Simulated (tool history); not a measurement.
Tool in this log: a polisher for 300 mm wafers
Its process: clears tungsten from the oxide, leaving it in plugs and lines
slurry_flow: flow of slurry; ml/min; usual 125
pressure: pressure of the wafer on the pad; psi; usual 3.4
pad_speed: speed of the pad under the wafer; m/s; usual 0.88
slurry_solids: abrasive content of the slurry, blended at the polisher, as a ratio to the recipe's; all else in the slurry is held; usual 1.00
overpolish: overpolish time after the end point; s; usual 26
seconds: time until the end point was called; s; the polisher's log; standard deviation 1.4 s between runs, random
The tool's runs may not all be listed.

| run | hour | slurry_flow | pressure | pad_speed | slurry_solids | overpolish | incoming thickness of the incoming film, nm | seconds |
|---|---|---|---|---|---|---|---|---|
| 1 | 0.0 | 125 | 3.4 | 0.88 | 1.00 | 38 | 333.7 | 84.0 |
|  | 1.7 | slurry tank refilled with fresh slurry and peroxide |
|  | 15.5 | head pressure recalibrated |
| 2 | 20.9 | 125 | 3.4 | 0.88 | 1.00 | 38 | 330.7 | 86.6 |
|  | 32.1 | worn pad replaced by a new one |
| 3 | 50.5 | 125 | 3.4 | 0.88 | 1.00 | 26 | 330.2 | 85.7 |
| 4 | 72.3 | 125 | 3.4 | 0.88 | 1.00 | 26 | 334.2 | 91.4 |
|  | 96.4 | slurry blender recalibrated |
| 5 | 107.0 | 125 | 3.4 | 0.88 | 1.00 | 26 | 330.2 | 81.6 |
| 6 | 161.5 | 125 | 3.4 | 0.88 | 1.00 | 26 | 328.8 | 80.4 |
| 7 | 183.6 | 155 | 3.4 | 0.88 | 1.00 | 30 | 325.2 | 77.7 |
|  | 196.3 | slurry tank refilled with fresh slurry and peroxide |
| 8 | 218.2 | 155 | 3.4 | 0.88 | 1.00 | 30 | 328.0 | 78.1 |
| 9 | 242.8 | 125 | 3.4 | 0.88 | 1.00 | 26 | 329.2 | 83.4 |
|  | 258.3 | slurry nozzle cleaned |
|  | 265.8 | worn pad replaced by a new one, of another model than before |
| 10 | 268.4 | 125 | 3.4 | 0.88 | 1.00 | 26 | 334.8 | 86.2 |
| 11 | 296.3 | 125 | 3.4 | 0.88 | 1.00 | 26 | 325.2 | 85.7 |
|  | 302.7 | slurry blender recalibrated |
| 12 | 331.8 | 95 | 3.4 | 1.10 | 1.00 | 34 | 330.9 | 69.7 |
| 13 | 358.0 | 125 | 3.4 | 0.88 | 1.00 | 26 | 324.1 | 77.2 |
|  | 359.8 | slurry tank refilled with fresh slurry and peroxide |
| 14 | 378.2 | 125 | 3.4 | 0.88 | 1.00 | 26 | 332.2 | 83.1 |
| 15 | 390.2 | 125 | 2.9 | 1.00 | 0.75 | 39 | 324.8 | 88.2 |
| 16 | 424.9 | 90 | 3.4 | 1.16 | 1.00 | 40 | 333.0 | 72.5 |
| 17 | 457.4 | 125 | 4.0 | 0.88 | 1.00 | 26 | 327.7 | 77.0 |
| 18 | 488.0 | 90 | 3.4 | 0.66 | 0.75 | 20 | 330.7 | 110.4 |
| 19 | 502.5 | 125 | 3.4 | 0.88 | 1.00 | 26 | 331.3 | 86.8 |
|  | 504.9 | slurry blender recalibrated |
| 20 | 518.1 | 125 | 3.4 | 0.60 | 1.25 | 15 | 324.7 | 92.8 |
| 21 | 531.1 | 125 | 4.0 | 0.68 | 1.20 | 26 | 337.4 | 84.6 |
|  | 534.7 | slurry tank refilled with fresh slurry and peroxide |
| 22 | 555.3 | 125 | 3.9 | 0.64 | 1.00 | 26 | 328.4 | 86.1 |
|  | 570.3 | worn pad replaced by a new one |
| 23 | 576.4 | 125 | 4.4 | 0.88 | 1.30 | 26 | 332.1 | 66.5 |
| 24 | 606.7 | 125 | 3.4 | 0.72 | 1.00 | 40 | 326.8 | 91.0 |
| 25 | 640.5 | 125 | 3.4 | 0.88 | 1.00 | 26 | 333.4 | 84.8 |
| 26 | 659.4 | 165 | 3.4 | 1.16 | 0.85 | 26 | 334.3 | 70.6 |

What if the next run were any one of these 4? Each begins from the tool's condition after run 26:
| A | 659.9 | 125 | 3.4 | 0.76 | 1.00 | 26 | 336.1 | ? |
| B | 659.9 | 125 | 4.2 | 0.88 | 0.80 | 26 | 336.1 | ? |
| C | 659.9 | 125 | 3.4 | 0.74 | 1.00 | 41 | 336.1 | ? |
| D | 659.9 | 125 | 3.4 | 0.88 | 0.85 | 31 | 336.1 | ? |

| run | seconds |
|---|---|
| A | 91.8 |
| B | 78.6 |
| C | 93.1 |
| D | 87.4 |
Without the tool's hidden state the same runs would have given:
| run | seconds |
|---|---|
| A | 87.6 |
| B | 75.1 |
| C | 88.9 |
| D | 83.4 |
